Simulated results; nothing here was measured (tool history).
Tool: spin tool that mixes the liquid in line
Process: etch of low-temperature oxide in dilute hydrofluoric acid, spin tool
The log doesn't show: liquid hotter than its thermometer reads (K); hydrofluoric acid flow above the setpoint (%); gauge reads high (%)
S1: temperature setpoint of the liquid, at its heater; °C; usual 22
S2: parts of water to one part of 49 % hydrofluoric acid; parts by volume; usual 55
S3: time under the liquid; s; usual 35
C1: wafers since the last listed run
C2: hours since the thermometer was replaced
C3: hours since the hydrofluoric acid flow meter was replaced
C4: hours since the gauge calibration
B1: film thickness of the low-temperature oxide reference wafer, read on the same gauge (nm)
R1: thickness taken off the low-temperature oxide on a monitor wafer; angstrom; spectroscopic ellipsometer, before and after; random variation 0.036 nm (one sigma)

Run 1, hour 0: usual settings; C1 0; C2 1411.4; C3 1916.5; C4 128; B1 90. Result: R1 112.1 angstrom.
Run 2, hour 13.9: usual settings; C1 242; C2 1425.3; C3 1930.4; C4 141.9; B1 90. Result: R1 112.7 angstrom.
Run 3, hour 22: usual settings; C1 141; C2 1433.4; C3 1938.5; C4 150; B1 90.03. Result: R1 112.6 angstrom.
Run 4, hour 39.8: usual settings; C1 311; C2 1451.2; C3 1956.3; C4 167.8; B1 90.02. Result: R1 112.6 angstrom.
Run 5, hour 50.5: usual settings; C1 187; C2 1461.9; C3 1967; C4 178.5; B1 90.02. Result: R1 113.2 angstrom.
Run 6, hour 67.8: usual settings; C1 302; C2 1479.2; C3 1984.3; C4 195.8; B1 90.02. Result: R1 112.8 angstrom.
Run 7, hour 76.1: usual settings; C1 145; C2 1487.5; C3 1992.6; C4 204.1; B1 90.03. Result: R1 112.9 angstrom.
Run 8, hour 92.3: usual settings; C1 283; C2 1503.7; C3 2008.8; C4 220.3; B1 90.02. Result: R1 113.4 angstrom.
Run 9, hour 98.9: usual settings; C1 115; C2 1510.3; C3 2015.4; C4 226.9; B1 90. Result: R1 113 angstrom.
Run 10, hour 107.3: usual settings; C1 146; C2 1518.7; C3 2023.8; C4 235.3; B1 89.98. Result: R1 113.5 angstrom.
Run 11, hour 124.5: usual settings but S2 40 parts by volume; C1 300; C2 1535.9; C3 2041; C4 252.5; B1 90. Result: R1 159.2 angstrom.
Run 12, hour 136.1: usual settings but S2 40 parts by volume; C1 202; C2 1547.5; C3 2052.6; C4 264.1; B1 90.01. Result: R1 158.7 angstrom.
Run 13, hour 147.5: usual settings but S1 20.5 °C, S2 40 parts by volume, S3 55 s; C1 199; C2 1558.9; C3 2064; C4 275.5; B1 90. Result: R1 234.8 angstrom.
At hour 150.5: thermometer replaced.
Run 14, hour 159: usual settings but S3 30 s; C1 183; C2 8.5; C3 2075.5; C4 287; B1 89.98. Result: R1 90.8 angstrom.
Run 15, hour 168.3: usual settings but S3 50 s; C1 162; C2 17.8; C3 2084.8; C4 296.3; B1 90.03. Result: R1 152.4 angstrom.
Run 16, hour 175.2: usual settings but S1 18.5 °C, S3 45 s; C1 120; C2 24.7; C3 2091.7; C4 303.2; B1 90.03. Result: R1 117.3 angstrom.
At hour 184.5: hydrofluoric acid flow meter replaced.
Run 17, hour 188.7: usual settings but S2 80 parts by volume; C1 218; C2 38.2; C3 4.2; C4 316.7; B1 89.99. Result: R1 71 angstrom.
At hour 200.9: gauge calibrated.
Run 18, hour 202.1: usual settings but S2 45 parts by volume, S3 20 s; C1 234; C2 51.6; C3 17.6; C4 1.2; B1 90.03. Result: R1 75.2 angstrom.
Run 19, hour 218.2: usual settings but S3 20 s; C1 281; C2 67.7; C3 33.7; C4 17.3; B1 90.01. Result: R1 60.6 angstrom.
Run 20, hour 236.1: usual settings but S1 26.5 °C, S3 20 s; C1 312; C2 85.6; C3 51.6; C4 35.2; B1 89.96. Result: R1 73.1 angstrom.
Run 21, hour 245.2: usual settings but S1 26 °C, S2 75 parts by volume, S3 50 s; C1 159; C2 94.7; C3 60.7; C4 44.3; B1 90.03. Result: R1 127.9 angstrom.
Run 22, hour 252.1: usual settings; C1 120; C2 101.6; C3 67.6; C4 51.2; B1 90. Result: R1 106.5 angstrom.
Run 23, hour 260.8: usual settings; C1 152; C2 110.3; C3 76.3; C4 59.9; B1 89.98. Result: R1 106.4 angstrom.
Run 24, hour 299.4: usual settings; C1 674; C2 148.9; C3 114.9; C4 98.5; B1 90.01. Result: R1 106.5 angstrom.

4 ways to go on from here, each from the tool as it stands after run 24. What would each give?
Run A, hour 299.8: usual settings; C1 6; C2 149.3; C3 115.3; C4 98.9; B1 ?. Result: R1 ?.
Run B, hour 299.8: usual settings but S1 24.5 °C, S2 80 parts by volume, S3 55 s; C1 6; C2 149.3; C3 115.3; C4 98.9; B1 ?. Result: R1 ?.
Run C, hour 299.8: usual settings but S1 17.5 °C, S2 40 parts by volume, S3 25 s; C1 6; C2 149.3; C3 115.3; C4 98.9; B1 ?. Result: R1 ?.
Run D, hour 299.8: usual settings but S1 19.5 °C, S2 45 parts by volume, S3 25 s; C1 6; C2 149.3; C3 115.3; C4 98.9; B1 ?. Result: R1 ?.

run     B1     R1
  A  89.98  107.1
  B  89.98  123.9
  C  89.98   88.5
  D  89.98   85.2
Without the tool's hidden state the same runs would have given:
run     R1
  A  103.6
  B    120
  C   85.5
  D   82.4

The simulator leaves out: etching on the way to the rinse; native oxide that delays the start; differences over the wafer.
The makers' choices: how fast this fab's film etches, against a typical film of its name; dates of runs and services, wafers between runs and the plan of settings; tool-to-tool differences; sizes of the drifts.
